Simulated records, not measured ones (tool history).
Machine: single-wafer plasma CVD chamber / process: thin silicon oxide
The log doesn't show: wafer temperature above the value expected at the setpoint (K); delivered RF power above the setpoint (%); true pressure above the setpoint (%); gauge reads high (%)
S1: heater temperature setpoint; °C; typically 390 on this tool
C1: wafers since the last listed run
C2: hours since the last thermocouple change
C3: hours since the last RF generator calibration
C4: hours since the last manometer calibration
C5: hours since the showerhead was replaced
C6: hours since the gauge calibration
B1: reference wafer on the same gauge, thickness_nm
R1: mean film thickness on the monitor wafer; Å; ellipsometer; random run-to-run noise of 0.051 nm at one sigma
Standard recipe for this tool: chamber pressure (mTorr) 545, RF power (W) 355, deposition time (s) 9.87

{"run": 1, "hour": 0.0, "S1": 390, "chamber pressure (mTorr)": 458, "RF power (W)": 355, "deposition time (s)": 9.87, "C1": 0, "C2": 249.8, "C3": 216.4, "C4": 399.0, "C5": 7644.8, "C6": 1690.3, "B1": 14.299, "R1": 103.3}
{"run": 2, "hour": 66.0, "S1": 385, "chamber pressure (mTorr)": 545, "RF power (W)": 355, "deposition time (s)": 10.89, "C1": 1533, "C2": 315.8, "C3": 282.4, "C4": 465.0, "C5": 7710.8, "C6": 1756.3, "B1": 14.297, "R1": 135.32}
{"run": 3, "hour": 120.7, "S1": 385, "chamber pressure (mTorr)": 545, "RF power (W)": 355, "deposition time (s)": 10.89, "C1": 1270, "C2": 370.5, "C3": 337.1, "C4": 519.7, "C5": 7765.5, "C6": 1811.0, "B1": 14.305, "R1": 135.74}
{"run": 4, "hour": 185.1, "S1": 390, "chamber pressure (mTorr)": 593, "RF power (W)": 355, "deposition time (s)": 9.87, "C1": 1496, "C2": 434.9, "C3": 401.5, "C4": 584.1, "C5": 7829.9, "C6": 1875.4, "B1": 14.3, "R1": 132.65}
{"run": 5, "hour": 285.5, "S1": 390, "chamber pressure (mTorr)": 593, "RF power (W)": 355, "deposition time (s)": 9.87, "C1": 2332, "C2": 535.3, "C3": 501.9, "C4": 684.5, "C5": 7930.3, "C6": 1975.8, "B1": 14.298, "R1": 133.85}
{"run": 6, "hour": 380.5, "S1": 390, "chamber pressure (mTorr)": 593, "RF power (W)": 355, "deposition time (s)": 9.87, "C1": 2207, "C2": 630.3, "C3": 596.9, "C4": 779.5, "C5": 8025.3, "C6": 2070.8, "B1": 14.305, "R1": 132.44}
{"run": 7, "hour": 452.0, "S1": 390, "chamber pressure (mTorr)": 545, "RF power (W)": 355, "deposition time (s)": 9.87, "C1": 1661, "C2": 701.8, "C3": 668.4, "C4": 851.0, "C5": 8096.8, "C6": 2142.3, "B1": 14.3, "R1": 121.7}
{"run": 8, "hour": 493.9, "S1": 390, "chamber pressure (mTorr)": 545, "RF power (W)": 355, "deposition time (s)": 9.87, "C1": 973, "C2": 743.7, "C3": 710.3, "C4": 892.9, "C5": 8138.7, "C6": 2184.2, "B1": 14.296, "R1": 121.71}
{"run": 9, "hour": 555.2, "S1": 390, "chamber pressure (mTorr)": 545, "RF power (W)": 355, "deposition time (s)": 9.87, "C1": 1424, "C2": 805.0, "C3": 771.6, "C4": 954.2, "C5": 8200.0, "C6": 2245.5, "B1": 14.293, "R1": 121.39}
{"hour": 585.3, "done": "showerhead replaced"}
{"run": 10, "hour": 636.8, "S1": 375, "chamber pressure (mTorr)": 423, "RF power (W)": 300, "deposition time (s)": 11.64, "C1": 1709, "C2": 886.6, "C3": 853.2, "C4": 1035.8, "C5": 51.5, "C6": 2327.1, "B1": 14.305, "R1": 105.89}
{"run": 11, "hour": 712.5, "S1": 386, "chamber pressure (mTorr)": 545, "RF power (W)": 320, "deposition time (s)": 10.54, "C1": 1758, "C2": 962.3, "C3": 928.9, "C4": 1111.5, "C5": 127.2, "C6": 2402.8, "B1": 14.3, "R1": 125.07}
{"run": 12, "hour": 768.6, "S1": 390, "chamber pressure (mTorr)": 545, "RF power (W)": 355, "deposition time (s)": 9.87, "C1": 1303, "C2": 1018.4, "C3": 985.0, "C4": 1167.6, "C5": 183.3, "C6": 2458.9, "B1": 14.299, "R1": 120.86}
{"hour": 811.5, "done": "gauge calibrated"}
{"run": 13, "hour": 840.6, "S1": 390, "chamber pressure (mTorr)": 545, "RF power (W)": 355, "deposition time (s)": 9.87, "C1": 1672, "C2": 1090.4, "C3": 1057.0, "C4": 1239.6, "C5": 255.3, "C6": 29.1, "B1": 14.295, "R1": 121.47}
{"hour": 948.3, "done": "RF generator calibrated"}
{"run": 14, "hour": 1075.1, "S1": 380, "chamber pressure (mTorr)": 545, "RF power (W)": 405, "deposition time (s)": 10.54, "C1": 5262, "C2": 1324.9, "C3": 126.8, "C4": 1474.1, "C5": 489.8, "C6": 263.6, "B1": 14.287, "R1": 137.1}
{"hour": 1084.5, "done": "capacitance manometer re-zeroed and calibrated"}
{"hour": 1113.1, "done": "thermocouple changed; heater temperature recalibrated"}
{"run": 15, "hour": 1152.8, "S1": 380, "chamber pressure (mTorr)": 545, "RF power (W)": 405, "deposition time (s)": 10.54, "C1": 1433, "C2": 39.7, "C3": 204.5, "C4": 68.3, "C5": 567.5, "C6": 341.3, "B1": 14.298, "R1": 138.85}
{"run": 16, "hour": 1246.1, "S1": 390, "chamber pressure (mTorr)": 545, "RF power (W)": 355, "deposition time (s)": 9.87, "C1": 2167, "C2": 133.0, "C3": 297.8, "C4": 161.6, "C5": 660.8, "C6": 434.6, "B1": 14.299, "R1": 122.18}
{"run": 17, "hour": 1318.6, "S1": 390, "chamber pressure (mTorr)": 545, "RF power (W)": 355, "deposition time (s)": 9.87, "C1": 1684, "C2": 205.5, "C3": 370.3, "C4": 234.1, "C5": 733.3, "C6": 507.1, "B1": 14.294, "R1": 122.37}
{"run": 18, "hour": 1415.7, "S1": 390, "chamber pressure (mTorr)": 661, "RF power (W)": 325, "deposition time (s)": 8.63, "C1": 2255, "C2": 302.6, "C3": 467.4, "C4": 331.2, "C5": 830.4, "C6": 604.2, "B1": 14.306, "R1": 125.14}
{"run": 19, "hour": 1476.8, "S1": 390, "chamber pressure (mTorr)": 458, "RF power (W)": 355, "deposition time (s)": 9.87, "C1": 1419, "C2": 363.7, "C3": 528.5, "C4": 392.3, "C5": 891.5, "C6": 665.3, "B1": 14.298, "R1": 103.16}
{"run": 20, "hour": 1556.4, "S1": 390, "chamber pressure (mTorr)": 545, "RF power (W)": 330, "deposition time (s)": 9.21, "C1": 1849, "C2": 443.3, "C3": 608.1, "C4": 471.9, "C5": 971.1, "C6": 744.9, "B1": 14.296, "R1": 111.23}
{"run": 21, "hour": 1593.4, "S1": 390, "chamber pressure (mTorr)": 602, "RF power (W)": 335, "deposition time (s)": 8.56, "C1": 859, "C2": 480.3, "C3": 645.1, "C4": 508.9, "C5": 1008.1, "C6": 781.9, "B1": 14.307, "R1": 114.02}
{"run": 22, "hour": 1740.9, "S1": 401, "chamber pressure (mTorr)": 660, "RF power (W)": 285, "deposition time (s)": 9.3, "C1": 3426, "C2": 627.8, "C3": 792.6, "C4": 656.4, "C5": 1155.6, "C6": 929.4, "B1": 14.303, "R1": 126.86}
{"run": 23, "hour": 1814.1, "S1": 385, "chamber pressure (mTorr)": 545, "RF power (W)": 375, "deposition time (s)": 9.22, "C1": 1700, "C2": 701.0, "C3": 865.8, "C4": 729.6, "C5": 1228.8, "C6": 1002.6, "B1": 14.296, "R1": 115.27}
{"run": 24, "hour": 1908.2, "S1": 404, "chamber pressure (mTorr)": 485, "RF power (W)": 320, "deposition time (s)": 9.87, "C1": 2186, "C2": 795.1, "C3": 959.9, "C4": 823.7, "C5": 1322.9, "C6": 1096.7, "B1": 14.301, "R1": 102.16}
{"run": 25, "hour": 1959.1, "S1": 390, "chamber pressure (mTorr)": 493, "RF power (W)": 355, "deposition time (s)": 10.82, "C1": 1182, "C2": 846.0, "C3": 1010.8, "C4": 874.6, "C5": 1373.8, "C6": 1147.6, "B1": 14.31, "R1": 119.69}
{"run": 26, "hour": 2021.2, "S1": 390, "chamber pressure (mTorr)": 545, "RF power (W)": 355, "deposition time (s)": 9.87, "C1": 1442, "C2": 908.1, "C3": 1072.9, "C4": 936.7, "C5": 1435.9, "C6": 1209.7, "B1": 14.296, "R1": 120.73}
{"run": 27, "hour": 2122.7, "S1": 401, "chamber pressure (mTorr)": 545, "RF power (W)": 300, "deposition time (s)": 8.62, "C1": 2358, "C2": 1009.6, "C3": 1174.4, "C4": 1038.2, "C5": 1537.4, "C6": 1311.2, "B1": 14.305, "R1": 98.08}
{"hour": 2246.9, "done": "RF generator calibrated"}
{"hour": 2249.2, "done": "thermocouple changed; heater temperature recalibrated"}
{"run": 28, "hour": 2350.6, "S1": 385, "chamber pressure (mTorr)": 545, "RF power (W)": 380, "deposition time (s)": 9.87, "C1": 5055, "C2": 101.4, "C3": 103.7, "C4": 1266.1, "C5": 1765.3, "C6": 1539.1, "B1": 14.306, "R1": 125.49}

State the hidden condition of the tool at each of the runs:
wafer temperature above the value expected at the setpoint (K): 0 in every run
true pressure above the setpoint (%): 0 in every run
gauge reads high (%): 0 in every run
H1: delivered RF power above the setpoint (%)
run=1 H1=-1.7
run=2 H1=-2.1
run=3 H1=-2.44
run=4 H1=-2.84
run=5 H1=-3.46
run=6 H1=-4.05
run=7 H1=-4.49
run=8 H1=-4.75
run=9 H1=-5.13
run=10 H1=-5.63
run=11 H1=-6.1
run=12 H1=-6.45
run=13 H1=-6.89
run=14 H1=-1.77
run=15 H1=-2.25
run=16 H1=-2.82
run=17 H1=-3.27
run=18 H1=-3.87
run=19 H1=-4.25
run=20 H1=-4.74
run=21 H1=-4.97
run=22 H1=-5.88
run=23 H1=-6.33
run=24 H1=-6.92
run=25 H1=-7.23
run=26 H1=-7.61
run=27 H1=-8.24
run=28 H1=-0.939
